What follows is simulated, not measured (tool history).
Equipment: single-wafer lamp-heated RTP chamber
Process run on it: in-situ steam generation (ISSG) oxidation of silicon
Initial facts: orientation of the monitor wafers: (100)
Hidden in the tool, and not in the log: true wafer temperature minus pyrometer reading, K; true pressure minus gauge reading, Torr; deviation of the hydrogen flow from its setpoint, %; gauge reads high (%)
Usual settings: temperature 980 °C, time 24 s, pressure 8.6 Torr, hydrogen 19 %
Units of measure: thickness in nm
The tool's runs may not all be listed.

run	hour	temperature	time	pressure	hydrogen	wafers since the last listed run	wafers since the last pyrometer calibration	hours since the pressure gauge was zeroed	hours since the hydrogen flow controller was replaced	hours since the gauge calibration	read-back reference wafer on the same gauge, thickness	thickness
1	0.0	980	24	8.6	19	0	6025	2974.9	4594.3	417.0	4.708	5.346
# hour 112.0: pyrometer window cleaned and pyrometer calibrated
2	278.2	980	24	8.6	19	3461	2128	3253.1	4872.5	695.2	4.709	5.313
3	352.0	980	24	8.6	19	945	3074	3326.9	4946.3	769.0	4.710	5.335
4	432.6	980	24	9.0	16	1032	4107	3407.5	5026.9	849.6	4.709	5.159
5	523.7	980	24	9.1	19	1167	5274	3498.6	5118.0	940.7	4.712	5.339
6	602.1	980	24	9.1	19	1004	6278	3577.0	5196.4	1019.1	4.710	5.320
# hour 646.9: pyrometer window cleaned and pyrometer calibrated
7	661.2	980	24	9.1	19	654	182	3636.1	5255.5	1078.2	4.712	5.214
8	734.9	980	24	7.8	26	944	1127	3709.8	5329.2	1151.9	4.710	5.683
9	814.5	980	24	7.8	26	1019	2146	3789.4	5408.8	1231.5	4.710	5.729
10	851.6	980	24	8.6	19	475	2622	3826.5	5445.9	1268.6	4.713	5.335
11	947.6	980	24	8.6	19	1229	3852	3922.5	5541.9	1364.6	4.709	5.315
12	986.2	980	24	8.6	19	494	4346	3961.1	5580.5	1403.2	4.709	5.332
13	1027.9	980	24	8.6	19	534	4880	4002.8	5622.2	1444.9	4.708	5.332
14	1086.1	980	24	8.6	19	745	5626	4061.0	5680.4	1503.1	4.710	5.324
# hour 1190.6: hydrogen flow controller replaced
15	1265.5	980	24	8.6	19	2195	7822	4240.4	74.9	1682.5	4.710	5.338
# hour 1303.8: pyrometer window cleaned and pyrometer calibrated
16	1306.8	995	28	8.6	19	426	38	4281.7	116.2	1723.8	4.711	5.962
# hour 1326.1: gauge calibrated
17	1399.3	980	32	7.1	14	1185	1223	4374.2	208.7	73.2	4.712	5.618
18	1484.4	995	24	8.6	19	1090	2314	4459.3	293.8	158.3	4.710	5.666
19	1581.5	990	24	7.5	19	1244	3558	4556.4	390.9	255.4	4.710	5.577
# hour 1607.7: pressure gauge zeroed
20	1642.5	980	24	9.3	19	679	4237	34.8	451.9	316.4	4.710	5.311
21	1741.8	998	18	9.2	19	1272	5509	134.1	551.2	415.7	4.711	5.011
22	1835.3	980	24	9.0	16	1197	6707	227.6	644.7	509.2	4.708	5.144
# hour 1897.5: pyrometer window cleaned and pyrometer calibrated
23	1939.7	987	30	8.6	11	1235	541	332.0	749.1	613.6	4.708	5.341
24	2024.5	970	28	9.5	23	1086	1627	416.8	833.9	698.4	4.712	5.612
25	2130.2	980	24	8.6	13	1354	2981	522.5	939.6	804.1	4.714	4.943
26	2183.7	980	15	8.6	19	685	3667	576.0	993.1	857.6	4.709	4.297
27	2225.8	980	24	8.6	19	539	4206	618.1	1035.2	899.7	4.712	5.316
28	2274.8	980	31	8.6	14	627	4834	667.1	1084.2	948.7	4.709	5.704
29	2328.8	987	24	8.6	23	691	5526	721.1	1138.2	1002.7	4.712	5.729
30	2408.7	980	24	8.6	19	1023	6549	801.0	1218.1	1082.6	4.708	5.341
# hour 2438.7: pyrometer window cleaned and pyrometer calibrated
31	2478.0	980	24	7.1	19	785	503	870.3	1287.4	1151.9	4.709	5.244

Across each entry between runs, compare the hidden state at the last listed run before it with the hidden state at the first listed run after it:
Run 1 -> run 2: pyrometer window cleaned and pyrometer calibrated (hour 112.0)
  true wafer temperature minus pyrometer reading, K: 7.28 -> 5.45
  measured minus no-state result, thickness: +0.149 -> +0.111 nm
Run 6 -> run 7: pyrometer window cleaned and pyrometer calibrated (hour 646.9)
  true wafer temperature minus pyrometer reading, K: 8.08 -> 0.64
  measured minus no-state result, thickness: +0.164 -> +0.013 nm
Run 14 -> run 15: hydrogen flow controller replaced (hour 1190.6)
  true wafer temperature minus pyrometer reading, K: 6.76 -> 7.26
  measured minus no-state result, thickness: +0.137 -> +0.148 nm
Run 15 -> run 16: pyrometer window cleaned and pyrometer calibrated (hour 1303.8)
  true wafer temperature minus pyrometer reading, K: 7.26 -> 0.919
  measured minus no-state result, thickness: +0.148 -> +0.023 nm
Run 16 -> run 17: gauge calibrated (hour 1326.1)
  true wafer temperature minus pyrometer reading, K: 0.919 -> 3.63
  measured minus no-state result, thickness: +0.023 -> +0.083 nm
Run 19 -> run 20: pressure gauge zeroed (hour 1607.7)
  true wafer temperature minus pyrometer reading, K: 6.4 -> 6.89
  measured minus no-state result, thickness: +0.144 -> +0.140 nm
Run 22 -> run 23: pyrometer window cleaned and pyrometer calibrated (hour 1897.5)
  true wafer temperature minus pyrometer reading, K: 7.75 -> 1.48
  measured minus no-state result, thickness: +0.152 -> +0.033 nm
Run 30 -> run 31: pyrometer window cleaned and pyrometer calibrated (hour 2438.7)
  true wafer temperature minus pyrometer reading, K: 6.96 -> 1.95
  measured minus no-state result, thickness: +0.142 -> +0.039 nm
